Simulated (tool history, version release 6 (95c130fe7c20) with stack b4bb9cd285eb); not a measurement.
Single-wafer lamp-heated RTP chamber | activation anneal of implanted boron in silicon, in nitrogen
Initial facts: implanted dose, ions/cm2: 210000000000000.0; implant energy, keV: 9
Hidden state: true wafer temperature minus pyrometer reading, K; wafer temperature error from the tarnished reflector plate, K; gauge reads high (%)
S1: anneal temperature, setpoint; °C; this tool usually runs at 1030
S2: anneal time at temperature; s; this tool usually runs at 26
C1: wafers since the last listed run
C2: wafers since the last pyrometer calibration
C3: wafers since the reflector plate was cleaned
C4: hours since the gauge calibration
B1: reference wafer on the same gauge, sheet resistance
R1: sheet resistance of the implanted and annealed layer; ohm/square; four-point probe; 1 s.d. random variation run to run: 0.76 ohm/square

{"run": 1, "hour": 0.0, "S1": 1030, "S2": 21, "C1": 0, "C2": 7607, "C3": 5975, "C4": 586.9, "B1": 464.3, "R1": 511.06}
{"run": 2, "hour": 38.1, "S1": 1053, "S2": 20, "C1": 609, "C2": 8217, "C3": 6584, "C4": 625.0, "B1": 464.41, "R1": 508.11}
{"run": 3, "hour": 103.4, "S1": 1053, "S2": 20, "C1": 1045, "C2": 9262, "C3": 7630, "C4": 690.3, "B1": 464.7, "R1": 508.61}
{"hour": 204.8, "done": "pyrometer window cleaned and pyrometer calibrated"}
{"run": 4, "hour": 212.0, "S1": 1053, "S2": 20, "C1": 1610, "C2": 115, "C3": 9240, "C4": 798.9, "B1": 465.05, "R1": 507.93}
{"hour": 288.6, "done": "reflector plate cleaned"}
{"run": 5, "hour": 521.0, "S1": 1030, "S2": 26, "C1": 4817, "C2": 4932, "C3": 3719, "C4": 1107.9, "B1": 465.68, "R1": 510.6}
{"run": 6, "hour": 592.2, "S1": 1030, "S2": 26, "C1": 1139, "C2": 6072, "C3": 4859, "C4": 1179.1, "B1": 466.11, "R1": 510.57}
{"run": 7, "hour": 694.8, "S1": 1030, "S2": 26, "C1": 1642, "C2": 7714, "C3": 6501, "C4": 1281.7, "B1": 466.5, "R1": 511.6}
{"run": 8, "hour": 744.6, "S1": 1030, "S2": 26, "C1": 797, "C2": 8511, "C3": 7298, "C4": 1331.5, "B1": 466.4, "R1": 512.06}
{"run": 9, "hour": 801.8, "S1": 1030, "S2": 26, "C1": 915, "C2": 9426, "C3": 8213, "C4": 1388.7, "B1": 466.42, "R1": 513.09}
{"run": 10, "hour": 891.2, "S1": 1030, "S2": 26, "C1": 1430, "C2": 10857, "C3": 9644, "C4": 1478.1, "B1": 466.92, "R1": 512.74}
{"hour": 918.1, "done": "pyrometer window cleaned and pyrometer calibrated"}
{"run": 11, "hour": 965.7, "S1": 1047, "S2": 26, "C1": 1064, "C2": 762, "C3": 10708, "C4": 1552.6, "B1": 466.94, "R1": 510.27}
{"hour": 1008.3, "done": "reflector plate cleaned"}
{"run": 12, "hour": 1027.9, "S1": 1047, "S2": 26, "C1": 867, "C2": 1629, "C3": 313, "C4": 1614.8, "B1": 467.03, "R1": 511.31}
{"run": 13, "hour": 1272.4, "S1": 1030, "S2": 26, "C1": 3913, "C2": 5542, "C3": 4226, "C4": 1859.3, "B1": 467.78, "R1": 513.43}
{"run": 14, "hour": 1345.6, "S1": 1030, "S2": 38, "C1": 1171, "C2": 6714, "C3": 5397, "C4": 1932.5, "B1": 467.78, "R1": 511.64}
{"run": 15, "hour": 1424.4, "S1": 1030, "S2": 38, "C1": 1261, "C2": 7975, "C3": 6659, "C4": 2011.3, "B1": 468.17, "R1": 511.43}
{"run": 16, "hour": 1522.4, "S1": 1008, "S2": 18, "C1": 1568, "C2": 9543, "C3": 8227, "C4": 2109.3, "B1": 468.42, "R1": 518.61}
{"hour": 1565.7, "done": "pyrometer window cleaned and pyrometer calibrated"}
{"run": 17, "hour": 1583.1, "S1": 1030, "S2": 26, "C1": 843, "C2": 278, "C3": 9070, "C4": 2170.0, "B1": 468.68, "R1": 514.0}
{"run": 18, "hour": 1666.4, "S1": 1018, "S2": 35, "C1": 1333, "C2": 1611, "C3": 10404, "C4": 2253.3, "B1": 468.99, "R1": 513.74}
{"hour": 1675.5, "done": "gauge calibrated"}
{"hour": 1735.5, "done": "reflector plate cleaned"}
{"run": 19, "hour": 1758.5, "S1": 1030, "S2": 26, "C1": 1345, "C2": 2957, "C3": 367, "C4": 83.0, "B1": 462.86, "R1": 508.46}
{"run": 20, "hour": 1824.2, "S1": 1022, "S2": 26, "C1": 1051, "C2": 4008, "C3": 1418, "C4": 148.7, "B1": 463.06, "R1": 509.35}
{"run": 21, "hour": 1884.1, "S1": 1044, "S2": 31, "C1": 958, "C2": 4967, "C3": 2377, "C4": 208.6, "B1": 463.24, "R1": 504.31}
{"run": 22, "hour": 1956.1, "S1": 1030, "S2": 26, "C1": 1152, "C2": 6119, "C3": 3529, "C4": 280.6, "B1": 463.15, "R1": 507.93}
{"run": 23, "hour": 2038.8, "S1": 1030, "S2": 35, "C1": 1323, "C2": 7443, "C3": 4853, "C4": 363.3, "B1": 463.49, "R1": 507.15}
{"run": 24, "hour": 2084.0, "S1": 1030, "S2": 35, "C1": 723, "C2": 8166, "C3": 5576, "C4": 408.5, "B1": 463.64, "R1": 506.65}
{"run": 25, "hour": 2147.1, "S1": 1052, "S2": 26, "C1": 1009, "C2": 9176, "C3": 6586, "C4": 471.6, "B1": 463.65, "R1": 505.72}
{"run": 26, "hour": 2195.5, "S1": 1051, "S2": 26, "C1": 774, "C2": 9951, "C3": 7361, "C4": 520.0, "B1": 463.94, "R1": 506.04}
{"run": 27, "hour": 2300.6, "S1": 1030, "S2": 26, "C1": 1682, "C2": 11633, "C3": 9043, "C4": 625.1, "B1": 464.19, "R1": 510.3}
{"hour": 2348.2, "done": "pyrometer window cleaned and pyrometer calibrated"}
{"run": 28, "hour": 2393.7, "S1": 1030, "S2": 37, "C1": 1361, "C2": 727, "C3": 10405, "C4": 718.2, "B1": 464.52, "R1": 505.9}
{"run": 29, "hour": 2464.9, "S1": 1019, "S2": 40, "C1": 1139, "C2": 1867, "C3": 11544, "C4": 789.4, "B1": 464.7, "R1": 508.82}
{"hour": 2477.8, "done": "reflector plate cleaned"}
{"run": 30, "hour": 2555.1, "S1": 1030, "S2": 26, "C1": 1315, "C2": 3182, "C3": 1237, "C4": 879.6, "B1": 464.97, "R1": 510.48}
{"run": 31, "hour": 2639.7, "S1": 1030, "S2": 26, "C1": 1353, "C2": 4536, "C3": 2591, "C4": 964.2, "B1": 465.11, "R1": 509.09}
{"run": 32, "hour": 2725.5, "S1": 1030, "S2": 26, "C1": 1373, "C2": 5909, "C3": 3964, "C4": 1050.0, "B1": 465.14, "R1": 510.74}
{"run": 33, "hour": 2799.0, "S1": 1011, "S2": 26, "C1": 1176, "C2": 7086, "C3": 5141, "C4": 1123.5, "B1": 465.41, "R1": 513.26}
{"run": 34, "hour": 2868.2, "S1": 1010, "S2": 12, "C1": 1107, "C2": 8193, "C3": 6248, "C4": 1192.7, "B1": 465.74, "R1": 518.48}
{"hour": 2940.1, "done": "pyrometer window cleaned and pyrometer calibrated"}
{"run": 35, "hour": 2975.7, "S1": 1056, "S2": 26, "C1": 1592, "C2": 569, "C3": 7841, "C4": 1300.2, "B1": 466.0, "R1": 508.05}
{"run": 36, "hour": 3023.8, "S1": 1009, "S2": 16, "C1": 769, "C2": 1339, "C3": 8611, "C4": 1348.3, "B1": 466.21, "R1": 517.12}

What the log doesn't show, run by run:
true wafer temperature minus pyrometer reading, K: 0 at every run
wafer temperature error from the tarnished reflector plate, K: 0 at every run
H1: gauge reads high (%)
run=1 H1=0.282
run=2 H1=0.305
run=3 H1=0.343
run=4 H1=0.407
run=5 H1=0.589
run=6 H1=0.631
run=7 H1=0.691
run=8 H1=0.72
run=9 H1=0.754
run=10 H1=0.806
run=11 H1=0.85
run=12 H1=0.887
run=13 H1=1.03
run=14 H1=1.07
run=15 H1=1.12
run=16 H1=1.18
run=17 H1=1.21
run=18 H1=1.26
run=19 H1=-0.0512
run=20 H1=-0.0126
run=21 H1=0.0226
run=22 H1=0.065
run=23 H1=0.114
run=24 H1=0.14
run=25 H1=0.177
run=26 H1=0.206
run=27 H1=0.268
run=28 H1=0.322
run=29 H1=0.364
run=30 H1=0.417
run=31 H1=0.467
run=32 H1=0.517
run=33 H1=0.561
run=34 H1=0.601
run=35 H1=0.664
run=36 H1=0.693
